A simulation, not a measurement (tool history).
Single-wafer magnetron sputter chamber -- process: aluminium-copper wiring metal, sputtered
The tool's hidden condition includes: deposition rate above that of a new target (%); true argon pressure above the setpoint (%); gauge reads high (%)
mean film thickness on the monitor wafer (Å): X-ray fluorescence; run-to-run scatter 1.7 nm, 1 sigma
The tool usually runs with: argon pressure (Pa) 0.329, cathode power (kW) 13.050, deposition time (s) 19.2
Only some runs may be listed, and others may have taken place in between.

run,day,argon pressure (Pa),cathode power (kW),deposition time (s),wafers since the last listed run,wafers on the sputter target,hours since the last manometer calibration,hours since the magnet pack was replaced,hours since the gauge calibration,"read-back reference wafer on the same gauge, thickness_nm",mean film thickness on the monitor wafer (Å)
1,0.000,0.329,13.050,19.2,0,10576,615.8,9767.4,1029.7,503.033,5180.56
2,10.450,0.226,13.050,19.2,9594,20170,866.6,10018.2,1280.5,502.915,5403.42
3,12.300,0.226,13.050,19.2,1698,21868,911.0,10062.6,1324.9,503.593,5390.69
# day 13.417: sputter target and shields replaced
4,14.367,0.329,13.050,19.2,1591,873,960.6,10112.2,1374.5,503.506,5261.15
5,16.762,0.329,13.050,19.2,2199,3072,1018.1,10169.7,1432.0,502.861,5246.79
6,18.538,0.329,13.050,19.2,1629,4702,1060.7,10212.3,1474.6,502.352,5228.19
7,22.662,0.329,13.050,19.2,3787,8489,1159.7,10311.3,1573.6,502.495,5163.23
8,26.062,0.329,13.050,19.2,3121,11611,1241.3,10392.9,1655.2,502.984,5140.45
9,29.300,0.329,13.050,19.2,2972,14583,1319.0,10470.6,1732.9,502.699,5141.73
10,33.517,0.329,13.050,19.2,3871,18455,1420.2,10571.8,1834.1,503.243,5114.56
# day 34.692: magnet pack replaced
11,35.142,0.329,13.050,17.0,1185,19640,1459.2,10.8,1873.1,502.705,4530.58
12,36.700,0.329,13.050,17.0,1430,21071,1496.6,48.2,1910.5,503.429,4520.15
# day 38.529: sputter target and shields replaced
13,39.483,0.329,13.050,19.2,2249,874,1563.4,115.0,1977.3,503.272,5247.78
14,43.892,0.329,13.050,19.2,4047,4921,1669.2,220.8,2083.1,502.079,5210.65
15,45.904,0.329,13.050,19.2,1847,6769,1717.5,269.1,2131.4,502.484,5210.40
16,49.421,0.329,9.850,15.7,3228,9998,1801.9,353.5,2215.8,503.320,3333.03
# day 52.800: gauge calibrated
17,53.904,0.294,13.050,21.3,4116,14114,1909.5,461.1,26.5,503.236,5811.67
# day 59.296: capacitance manometer re-zeroed and calibrated
# day 62.950: sputter target and shields replaced
18,64.508,0.329,13.900,19.2,9123,1430,125.1,715.6,281.0,503.162,5497.01
19,66.896,0.329,13.050,20.2,2192,3622,182.4,772.9,338.3,503.858,5467.24
20,68.617,0.329,13.050,19.2,1579,5202,223.7,814.2,379.6,502.397,5203.32
21,70.979,0.426,12.050,22.3,2169,7371,280.4,870.9,436.3,503.491,5282.25
22,73.221,0.376,15.650,16.0,2058,9429,334.2,924.7,490.1,503.107,4903.40
23,85.650,0.329,13.050,19.2,11411,20841,632.5,1223.0,788.4,502.937,5098.18
# day 88.367: sputter target and shields replaced
24,88.458,0.329,13.050,17.3,2272,83,699.9,1290.4,855.8,503.564,4714.88
25,90.092,0.459,14.300,17.7,1499,1583,739.1,1329.6,895.0,503.342,4876.48
26,93.571,0.329,13.050,19.2,3194,4777,822.6,1413.1,978.5,502.861,5216.14
27,105.200,0.242,12.100,19.2,10676,15454,1101.7,1692.2,1257.6,503.726,5093.57
28,107.808,0.295,10.300,20.4,2394,17849,1164.3,1754.8,1320.2,502.866,4527.64
# day 110.838: sputter target and shields replaced
29,111.383,0.329,11.650,19.2,2976,500,1250.1,1840.6,1406.0,503.589,4684.99
30,114.908,0.329,13.050,19.2,3236,3736,1334.7,1925.2,1490.6,503.312,5175.85
31,116.729,0.295,10.300,16.7,1671,5408,1378.4,1968.9,1534.3,501.937,3739.86
32,118.600,0.229,13.050,18.0,1717,7126,1423.3,2013.8,1579.2,502.976,5099.19
33,122.858,0.329,16.050,22.7,3909,11035,1525.5,2116.0,1681.4,503.156,7256.23

Consider 5 possible next runs. They are alternatives, not a sequence: every one starts from the tool as it was left by run 33. What does each give?
A,122.875,0.329,13.050,19.2,15,11051,1525.9,2116.4,1681.8,?,?
B,122.875,0.258,13.050,18.1,15,11051,1525.9,2116.4,1681.8,?,?
C,122.875,0.286,11.800,20.9,15,11051,1525.9,2116.4,1681.8,?,?
D,122.875,0.426,11.450,17.7,15,11051,1525.9,2116.4,1681.8,?,?
E,122.875,0.329,13.050,22.2,15,11051,1525.9,2116.4,1681.8,?,?

run,"read-back reference wafer on the same gauge, thickness_nm",mean film thickness on the monitor wafer (Å)
A,503.091,5123.97
B,503.091,5026.38
C,503.091,5241.58
D,503.091,4004.92
E,503.091,5924.59
Without the tool's unlogged condition, the same runs would have read:
run,mean film thickness on the monitor wafer (Å)
A,5274.16
B,5173.71
C,5395.22
D,4122.31
E,6098.25
